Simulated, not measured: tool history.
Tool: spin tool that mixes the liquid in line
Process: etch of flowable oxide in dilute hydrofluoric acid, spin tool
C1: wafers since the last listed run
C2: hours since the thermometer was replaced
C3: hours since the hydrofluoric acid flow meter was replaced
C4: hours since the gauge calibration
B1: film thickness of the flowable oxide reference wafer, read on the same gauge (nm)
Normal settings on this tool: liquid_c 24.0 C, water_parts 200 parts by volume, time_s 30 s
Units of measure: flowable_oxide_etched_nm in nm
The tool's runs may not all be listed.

run 1 hour=0.0 | liquid_c=24.0 water_parts=200 time_s=30 | C1=0 C2=1810.1 C3=821.9 C4=1038.4 | B1=120.00 | flowable_oxide_etched_nm=5.93
-- hour=6.3 gauge calibrated
run 2 hour=69.1 | liquid_c=24.0 water_parts=200 time_s=30 | C1=1192 C2=1879.2 C3=891.0 C4=62.8 | B1=120.01 | flowable_oxide_etched_nm=5.86
run 3 hour=136.2 | liquid_c=24.0 water_parts=200 time_s=30 | C1=1158 C2=1946.3 C3=958.1 C4=129.9 | B1=120.01 | flowable_oxide_etched_nm=5.92
run 4 hour=226.7 | liquid_c=24.0 water_parts=200 time_s=30 | C1=1562 C2=2036.8 C3=1048.6 C4=220.4 | B1=120.00 | flowable_oxide_etched_nm=5.90
run 5 hour=268.3 | liquid_c=24.0 water_parts=200 time_s=30 | C1=718 C2=2078.4 C3=1090.2 C4=262.0 | B1=120.00 | flowable_oxide_etched_nm=5.85
run 6 hour=340.8 | liquid_c=24.0 water_parts=200 time_s=30 | C1=1251 C2=2150.9 C3=1162.7 C4=334.5 | B1=120.01 | flowable_oxide_etched_nm=5.89
run 7 hour=427.5 | liquid_c=24.0 water_parts=200 time_s=30 | C1=1496 C2=2237.6 C3=1249.4 C4=421.2 | B1=119.99 | flowable_oxide_etched_nm=5.86
run 8 hour=518.0 | liquid_c=24.0 water_parts=200 time_s=30 | C1=1562 C2=2328.1 C3=1339.9 C4=511.7 | B1=120.00 | flowable_oxide_etched_nm=5.86
run 9 hour=563.2 | liquid_c=24.0 water_parts=200 time_s=30 | C1=780 C2=2373.3 C3=1385.1 C4=556.9 | B1=120.00 | flowable_oxide_etched_nm=5.84
run 10 hour=617.4 | liquid_c=24.0 water_parts=200 time_s=30 | C1=935 C2=2427.5 C3=1439.3 C4=611.1 | B1=119.96 | flowable_oxide_etched_nm=5.89
run 11 hour=658.7 | liquid_c=24.0 water_parts=200 time_s=30 | C1=712 C2=2468.8 C3=1480.6 C4=652.4 | B1=120.00 | flowable_oxide_etched_nm=5.86
-- hour=699.7 thermometer replaced
run 12 hour=757.0 | liquid_c=24.0 water_parts=200 time_s=50 | C1=1679 C2=57.3 C3=1578.9 C4=750.7 | B1=120.00 | flowable_oxide_etched_nm=9.64
run 13 hour=811.5 | liquid_c=24.0 water_parts=115 time_s=15 | C1=940 C2=111.8 C3=1633.4 C4=805.2 | B1=120.00 | flowable_oxide_etched_nm=5.60
run 14 hour=893.8 | liquid_c=24.0 water_parts=200 time_s=30 | C1=1420 C2=194.1 C3=1715.7 C4=887.5 | B1=119.97 | flowable_oxide_etched_nm=5.78
run 15 hour=997.0 | liquid_c=26.0 water_parts=200 time_s=30 | C1=1781 C2=297.3 C3=1818.9 C4=990.7 | B1=119.99 | flowable_oxide_etched_nm=6.19
run 16 hour=1069.8 | liquid_c=24.0 water_parts=200 time_s=30 | C1=1256 C2=370.1 C3=1891.7 C4=1063.5 | B1=120.02 | flowable_oxide_etched_nm=5.82
-- hour=1122.5 gauge calibrated
run 17 hour=1158.0 | liquid_c=24.0 water_parts=100 time_s=30 | C1=1522 C2=458.3 C3=1979.9 C4=35.5 | B1=119.98 | flowable_oxide_etched_nm=12.94
run 18 hour=1212.7 | liquid_c=24.0 water_parts=200 time_s=30 | C1=944 C2=513.0 C3=2034.6 C4=90.2 | B1=120.00 | flowable_oxide_etched_nm=5.73
-- hour=1253.2 hydrofluoric acid flow meter replaced
run 19 hour=1316.7 | liquid_c=24.0 water_parts=200 time_s=30 | C1=1778 C2=617.0 C3=63.5 C4=194.2 | B1=119.99 | flowable_oxide_etched_nm=6.06
run 20 hour=1387.8 | liquid_c=24.0 water_parts=200 time_s=40 | C1=1227 C2=688.1 C3=134.6 C4=265.3 | B1=120.00 | flowable_oxide_etched_nm=7.97
run 21 hour=1452.9 | liquid_c=19.5 water_parts=115 time_s=30 | C1=1123 C2=753.2 C3=199.7 C4=330.4 | B1=120.01 | flowable_oxide_etched_nm=9.62
run 22 hour=1512.0 | liquid_c=24.0 water_parts=145 time_s=20 | C1=1020 C2=812.3 C3=258.8 C4=389.5 | B1=120.02 | flowable_oxide_etched_nm=5.88
run 23 hour=1605.9 | liquid_c=26.5 water_parts=200 time_s=25 | C1=1621 C2=906.2 C3=352.7 C4=483.4 | B1=120.00 | flowable_oxide_etched_nm=5.47

Each row is a separate what-if for the run after 23, all from the same tool condition, not one after another. Results?
run A hour=1606.3 | liquid_c=24.0 water_parts=200 time_s=30 | C1=6 C2=906.6 C3=353.1 C4=483.8 | B1=? | flowable_oxide_etched_nm=?
run B hour=1606.3 | liquid_c=25.5 water_parts=200 time_s=20 | C1=6 C2=906.6 C3=353.1 C4=483.8 | B1=? | flowable_oxide_etched_nm=?
run C hour=1606.3 | liquid_c=20.0 water_parts=275 time_s=25 | C1=6 C2=906.6 C3=353.1 C4=483.8 | B1=? | flowable_oxide_etched_nm=?
run D hour=1606.3 | liquid_c=24.0 water_parts=155 time_s=15 | C1=6 C2=906.6 C3=353.1 C4=483.8 | B1=? | flowable_oxide_etched_nm=?
run E hour=1606.3 | liquid_c=24.0 water_parts=130 time_s=50 | C1=6 C2=906.6 C3=353.1 C4=483.8 | B1=? | flowable_oxide_etched_nm=?

run=A B1=120.01 flowable_oxide_etched_nm=5.97
run=B B1=120.01 flowable_oxide_etched_nm=4.20
run=C B1=120.01 flowable_oxide_etched_nm=2.89
run=D B1=120.01 flowable_oxide_etched_nm=4.05
run=E B1=120.01 flowable_oxide_etched_nm=16.56
With no hidden state in the tool, these same runs would have given:
run=A flowable_oxide_etched_nm=6.04
run=B flowable_oxide_etched_nm=4.25
run=C flowable_oxide_etched_nm=2.93
run=D flowable_oxide_etched_nm=4.09
run=E flowable_oxide_etched_nm=16.74
